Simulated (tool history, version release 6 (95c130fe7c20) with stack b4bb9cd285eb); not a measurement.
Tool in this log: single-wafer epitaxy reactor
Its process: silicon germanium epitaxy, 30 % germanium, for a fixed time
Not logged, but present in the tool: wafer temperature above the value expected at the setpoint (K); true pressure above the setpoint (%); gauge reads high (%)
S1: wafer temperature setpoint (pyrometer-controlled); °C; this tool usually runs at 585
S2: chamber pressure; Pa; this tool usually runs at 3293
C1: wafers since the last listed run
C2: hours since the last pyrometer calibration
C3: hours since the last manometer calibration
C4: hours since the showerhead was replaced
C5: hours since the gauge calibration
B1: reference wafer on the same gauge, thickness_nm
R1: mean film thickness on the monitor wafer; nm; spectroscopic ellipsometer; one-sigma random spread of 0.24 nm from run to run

run	hour	S1	S2	C1	C2	C3	C4	C5	B1	R1
1	0	575	3293	0	2317.7	1642	6172.7	919.6	45.537	44.705
2	34.2	575	3293	379	2351.9	1676.2	6206.9	953.8	45.497	45.257
3	76.9	585	3293	474	2394.6	1718.9	6249.6	996.5	45.449	53.063
4	109.9	585	3293	366	2427.6	1751.9	6282.6	1029.5	45.553	53.125
5	157.2	585	3293	525	2474.9	1799.2	6329.9	1076.8	45.538	53.452
6	222.2	585	3293	721	2539.9	1864.2	6394.9	1141.8	45.629	53.37
7	280.6	585	3293	648	2598.3	1922.6	6453.3	1200.2	45.506	53.698
8	329.2	585	3293	539	2646.9	1971.2	6501.9	1248.8	45.574	53.1
# hour 357.5: pyrometer calibrated
9	367.4	585	3293	335	9.9	2009.4	6540.1	1287	45.524	48.372
10	423.1	585	3293	618	65.6	2065.1	6595.8	1342.7	45.524	48.746
# hour 439.5: capacitance manometer re-zeroed and calibrated
11	456.3	585	2773	279	98.8	16.8	6629	1375.9	45.465	42.645
# hour 498.2: showerhead replaced
12	498.7	585	2773	381	141.2	59.2	0.5	1418.3	45.401	42.496
# hour 503.4: gauge calibrated
13	524.5	590	2586	286	167	85	26.3	21.1	45.515	44.357
14	578.7	585	3293	601	221.2	139.2	80.5	75.3	45.431	47.881
15	632.5	580	4053	597	275	193	134.3	129.1	45.526	49.657
16	679.7	592	3600	524	322.2	240.2	181.5	176.3	45.49	56.919
17	733.3	599	4013	595	375.8	293.8	235.1	229.9	45.471	68.073
18	804.8	590	3293	793	447.3	365.3	306.6	301.4	45.536	52.76
19	834	594	2973	324	476.5	394.5	335.8	330.6	45.394	53.321
20	885.1	585	3293	567	527.6	445.6	386.9	381.7	45.506	49.481
21	942.1	574	3573	632	584.6	502.6	443.9	438.7	45.447	42.987
22	992.5	570	3706	559	635	553	494.3	489.1	45.571	41.234
23	1039.2	590	2973	518	681.7	599.7	541	535.8	45.432	51.035
24	1098.3	593	3293	656	740.8	658.8	600.1	594.9	45.523	56.716
25	1165.5	580	2586	746	808	726	667.3	662.1	45.464	40.289

Some steps in R1, run to run, broken into two amounts with sign: the step expected even without the hidden condition (settings, incoming material, random variation), and the rest, left for the hidden condition together with whatever gauge scatter is not in both the measured and the hidden-condition-free result:
Run 8 -> 9: pyrometer calibrated. R1 -4.728 nm: hidden state -4.998, all else +0.27.
Run 10 -> 11: S2 3293 -> 2773, capacitance manometer re-zeroed and calibrated. R1 -6.101 nm: hidden state -1.748, all else -4.353.
Run 17 -> 18: S1 599 -> 590, S2 4013 -> 3293. R1 -15.313 nm: hidden state -0.341, all else -14.972.
Run 24 -> 25: S1 593 -> 580, S2 3293 -> 2586. R1 -16.427 nm: hidden state -0.986, all else -15.441.
